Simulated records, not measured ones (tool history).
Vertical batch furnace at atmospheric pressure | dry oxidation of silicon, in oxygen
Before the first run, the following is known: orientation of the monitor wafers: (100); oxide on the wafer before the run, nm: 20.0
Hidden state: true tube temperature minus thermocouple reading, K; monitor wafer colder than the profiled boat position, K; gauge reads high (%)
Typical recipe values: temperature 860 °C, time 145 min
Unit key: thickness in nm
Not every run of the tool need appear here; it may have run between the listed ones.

| run | hour | temperature | time | wafers since the last listed run | hours since the last temperature calibration | hours since the boat lift was adjusted | hours since the gauge calibration | read-back reference wafer on the same gauge, thickness | thickness |
|---|---|---|---|---|---|---|---|---|---|
| 1 | 0 | 860 | 92 | 0 | 4095.7 | 2057.5 | 322 | 33.49 | 24.99 |
| 2 | 66.8 | 860 | 145 | 672 | 4162.5 | 2124.3 | 388.8 | 33.47 | 28.84 |
| 3 | 96.7 | 860 | 145 | 301 | 4192.4 | 2154.2 | 418.7 | 33.5 | 28.91 |
| 4 | 165.9 | 860 | 145 | 696 | 4261.6 | 2223.4 | 487.9 | 33.47 | 28.85 |
| 5 | 209 | 873 | 145 | 434 | 4304.7 | 2266.5 | 531 | 33.5 | 31.17 |
| 6 | 274.7 | 873 | 145 | 661 | 4370.4 | 2332.2 | 596.7 | 33.52 | 31.2 |
| 7 | 463.2 | 867 | 108 | 1898 | 4558.9 | 2520.7 | 785.2 | 33.56 | 26.93 |
| 8 | 500 | 867 | 108 | 370 | 4595.7 | 2557.5 | 822 | 33.52 | 26.95 |
|  | 549 | thermocouples replaced and temperature profile calibrated |
| 9 | 549.5 | 874 | 145 | 256 | 0.5 | 2607 | 871.5 | 33.5 | 31.3 |
| 10 | 595.1 | 860 | 145 | 459 | 46.1 | 2652.6 | 917.1 | 33.5 | 28.54 |
| 11 | 639 | 860 | 201.5 | 442 | 90 | 2696.5 | 961 | 33.51 | 32.65 |
| 12 | 677.9 | 860 | 174 | 391 | 128.9 | 2735.4 | 999.9 | 33.55 | 30.54 |
| 13 | 746.1 | 860 | 174 | 686 | 197.1 | 2803.6 | 1068.1 | 33.5 | 30.47 |
| 14 | 816.7 | 860 | 102.5 | 710 | 267.7 | 2874.2 | 1138.7 | 33.5 | 25.64 |
|  | 863.1 | boat lift adjusted |
| 15 | 863.6 | 865 | 145 | 230 | 314.6 | 0.5 | 1185.6 | 33.5 | 30.29 |
| 16 | 877.4 | 865 | 145 | 138 | 328.4 | 14.3 | 1199.4 | 33.51 | 30.28 |
| 17 | 902.2 | 865 | 145 | 249 | 353.2 | 39.1 | 1224.2 | 33.52 | 30.28 |
| 18 | 929.3 | 860 | 145 | 272 | 380.3 | 66.2 | 1251.3 | 33.5 | 29.17 |
| 19 | 953.8 | 860 | 174 | 246 | 404.8 | 90.7 | 1275.8 | 33.52 | 31.47 |
|  | 1026.1 | gauge calibrated |
| 20 | 1052.4 | 845 | 81 | 992 | 503.4 | 189.3 | 26.3 | 33.51 | 22.95 |
| 21 | 1103.6 | 844 | 74.5 | 515 | 554.6 | 240.5 | 77.5 | 33.47 | 22.57 |
| 22 | 1155.1 | 838 | 99 | 518 | 606.1 | 292 | 129 | 33.52 | 23.37 |
| 23 | 1187 | 860 | 145 | 321 | 638 | 323.9 | 160.9 | 33.47 | 29.22 |
| 24 | 1252.7 | 841 | 211 | 661 | 703.7 | 389.6 | 226.6 | 33.51 | 29.76 |
| 25 | 1297.3 | 869 | 90.5 | 449 | 748.3 | 434.2 | 271.2 | 33.53 | 26.27 |
| 26 | 1333.4 | 860 | 145 | 363 | 784.4 | 470.3 | 307.3 | 33.47 | 29.19 |
| 27 | 1371 | 838 | 208 | 378 | 822 | 507.9 | 344.9 | 33.49 | 28.99 |
| 28 | 1431.6 | 860 | 91.5 | 610 | 882.6 | 568.5 | 405.5 | 33.47 | 25.07 |
| 29 | 1469.3 | 869 | 174.5 | 379 | 920.3 | 606.2 | 443.2 | 33.48 | 33.3 |
| 30 | 1523.8 | 840 | 108.5 | 548 | 974.8 | 660.7 | 497.7 | 33.5 | 23.96 |
| 31 | 1583.2 | 878 | 210 | 598 | 1034.2 | 720.1 | 557.1 | 33.5 | 38.7 |
| 32 | 1651.3 | 835 | 100 | 685 | 1102.3 | 788.2 | 625.2 | 33.51 | 23.02 |
| 33 | 1697.3 | 849 | 203.5 | 463 | 1148.3 | 834.2 | 671.2 | 33.49 | 30.95 |
| 34 | 1754.9 | 847 | 163.5 | 580 | 1205.9 | 891.8 | 728.8 | 33.54 | 28.16 |

For each run, what was the tool's unlogged condition?
true tube temperature minus thermocouple reading, K: 0 at every run
gauge reads high (%): 0 at every run
H1: monitor wafer colder than the profiled boat position, K
| run | H1 |
|---|---|
| 1 | 3.18 |
| 2 | 3.28 |
| 3 | 3.33 |
| 4 | 3.43 |
| 5 | 3.5 |
| 6 | 3.59 |
| 7 | 3.88 |
| 8 | 3.93 |
| 9 | 4.01 |
| 10 | 4.08 |
| 11 | 4.14 |
| 12 | 4.2 |
| 13 | 4.3 |
| 14 | 4.41 |
| 15 | 0.2 |
| 16 | 0.221 |
| 17 | 0.259 |
| 18 | 0.299 |
| 19 | 0.336 |
| 20 | 0.485 |
| 21 | 0.562 |
| 22 | 0.64 |
| 23 | 0.688 |
| 24 | 0.787 |
| 25 | 0.854 |
| 26 | 0.908 |
| 27 | 0.965 |
| 28 | 1.06 |
| 29 | 1.11 |
| 30 | 1.2 |
| 31 | 1.28 |
| 32 | 1.39 |
| 33 | 1.46 |
| 34 | 1.54 |
